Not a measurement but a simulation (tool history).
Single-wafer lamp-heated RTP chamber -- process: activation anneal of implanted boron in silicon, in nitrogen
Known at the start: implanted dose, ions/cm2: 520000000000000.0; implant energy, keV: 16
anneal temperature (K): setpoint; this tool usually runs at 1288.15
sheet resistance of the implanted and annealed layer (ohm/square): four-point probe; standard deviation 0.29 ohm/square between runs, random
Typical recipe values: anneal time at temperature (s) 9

run	hour	anneal temperature (K)	anneal time at temperature (s)	wafers since the last listed run	wafers since the last pyrometer calibration	wafers since the reflector plate was cleaned	hours since the gauge calibration	read-back reference wafer on the same gauge, sheet resistance	sheet resistance of the implanted and annealed layer (ohm/square)
1	0	1270.15	9	0	2608	9309	149.6	198.99	198.18
# hour 15.5: pyrometer window cleaned and pyrometer calibrated
2	16	1270.15	9	162	9	9471	165.6	199.01	200.46
3	28.5	1270.15	9	254	264	9726	178.1	199.02	199.58
4	56.7	1288.15	9	573	837	10299	206.3	199.05	195.62
5	91.1	1288.15	9	699	1537	10999	240.7	199.04	195.37
6	113.5	1266.15	11	455	1993	11455	263.1	199.06	198.97
# hour 153.1: reflector plate cleaned
7	153.6	1266.15	11	653	2646	10	303.2	198.99	198.52
8	171.6	1288.15	9	366	3012	376	321.2	198.98	194.75
# hour 192.3: pyrometer window cleaned and pyrometer calibrated
9	207.5	1288.15	9	567	309	943	357.1	199.02	196.74
10	232.8	1264.15	7	514	824	1458	382.4	199.01	203.91
# hour 259.1: gauge calibrated
11	263.3	1261.15	11	620	1444	2078	4.2	199	202.69
12	284.9	1288.15	9	439	1884	2518	25.8	199.02	196.45
13	300.1	1288.15	9	309	2193	2827	41	199.01	195.37
# hour 338.2: pyrometer window cleaned and pyrometer calibrated
14	338.7	1280.15	9	622	10	3450	79.6	198.94	197.77
15	349.5	1308.15	9	219	230	3669	90.4	198.99	194.49
16	380.3	1303.15	13	626	856	4296	121.2	199	193.73
17	400.3	1270.15	11	406	1263	4703	141.2	198.98	198.89

What differs in the tool's unlogged condition from the final listed run ahead of each entry between runs to the first listed run following it?
From run 1 to run 2: pyrometer window cleaned and pyrometer calibrated (hour 15.5)
  true wafer temperature minus pyrometer reading, K: 7.51 -> 0.983
  what was measured, less what the result would be without the hidden state, sheet resistance of the implanted and annealed layer (ohm/square): -2.31 -> -0.35
From run 6 to run 7: reflector plate cleaned (hour 153.1)
  true wafer temperature minus pyrometer reading, K: 5.37 -> 9.69
  what was measured, less what the result would be without the hidden state, sheet resistance of the implanted and annealed layer (ohm/square): -2.01 -> -3.29
From run 8 to run 9: pyrometer window cleaned and pyrometer calibrated (hour 192.3)
  true wafer temperature minus pyrometer reading, K: 12.1 -> 0.173
  what was measured, less what the result would be without the hidden state, sheet resistance of the implanted and annealed layer (ohm/square): -1.36 -> -0.03
From run 10 to run 11: gauge calibrated (hour 259.1)
  true wafer temperature minus pyrometer reading, K: 0.817 -> 2.37
  what was measured, less what the result would be without the hidden state, sheet resistance of the implanted and annealed layer (ohm/square): -0.43 -> -1.21
From run 13 to run 14: pyrometer window cleaned and pyrometer calibrated (hour 338.2)
  true wafer temperature minus pyrometer reading, K: 5.37 -> 0.851
  what was measured, less what the result would be without the hidden state, sheet resistance of the implanted and annealed layer (ohm/square): -0.68 -> -0.18
